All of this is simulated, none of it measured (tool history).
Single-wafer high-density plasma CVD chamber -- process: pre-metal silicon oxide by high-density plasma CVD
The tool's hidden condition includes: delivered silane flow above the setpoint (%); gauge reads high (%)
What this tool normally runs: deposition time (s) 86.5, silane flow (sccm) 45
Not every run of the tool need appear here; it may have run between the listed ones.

run,hour,deposition time (s),silane flow (sccm),wafers since the last listed run,hours since the silane flow controller was replaced,hours since the gauge calibration,"read-back reference wafer on the same gauge, thickness_nm",mean film thickness on the monitor wafer (Å)
1,0,86.5,45,0,4323.8,112.6,420.923,3944.01
2,37,86.5,45,655,4360.8,149.6,420.858,3933.78
3,47.7,86.5,45,189,4371.5,160.3,421.065,3950.96
4,63.3,86.5,45,276,4387.1,175.9,420.783,3957.94
5,105.8,86.5,45,752,4429.6,218.4,420.979,3944.53
6,132.4,86.5,45,471,4456.2,245,421.043,3947.84
# hour 143.9: silane flow controller replaced
7,144.4,86.5,45,70,0.5,257,421.245,3739.15
8,153.3,86.5,47,157,9.4,265.9,420.604,3906.9
9,168,86.5,47,260,24.1,280.6,420.97,3911.54
10,176.4,86.5,45,148,32.5,289,421.15,3742.7
11,185.6,80.8,38,162,41.7,298.2,420.768,2950.66
# hour 212.8: gauge calibrated
12,238.1,80.8,38,929,94.2,25.3,421.049,2956.03
13,246.7,75.7,42,152,102.8,33.9,421.09,3056.9
14,272,72.4,47,447,128.1,59.2,421.095,3276.45
15,280,86.5,45,141,136.1,67.2,420.95,3756.17
16,297,100.7,45,301,153.1,84.2,420.959,4371.71
17,315,94.3,48,318,171.1,102.2,420.989,4353.46
18,367.3,74.4,48,926,223.4,154.5,420.974,3445.68
19,374.2,86.5,38,122,230.3,161.4,421.4,3173.37
20,385.3,77.7,40,196,241.4,172.5,421.009,2995.98

Branching from run 20: 4 alternative next runs. What would each branch give?
A,385.7,86.5,39,7,241.8,172.9,?,?
B,385.7,92.1,49,7,241.8,172.9,?,?
C,385.7,80,37,7,241.8,172.9,?,?
D,385.7,79.3,50,7,241.8,172.9,?,?

run,"read-back reference wafer on the same gauge, thickness_nm",mean film thickness on the monitor wafer (Å)
A,420.894,3260.27
B,420.894,4361.43
C,420.894,2860.65
D,420.894,3831.92
The same runs, with their run-to-run variation unchanged, on a tool lacking any hidden condition would have given:
run,mean film thickness on the monitor wafer (Å)
A,3256.81
B,4356.8
C,2857.62
D,3827.86
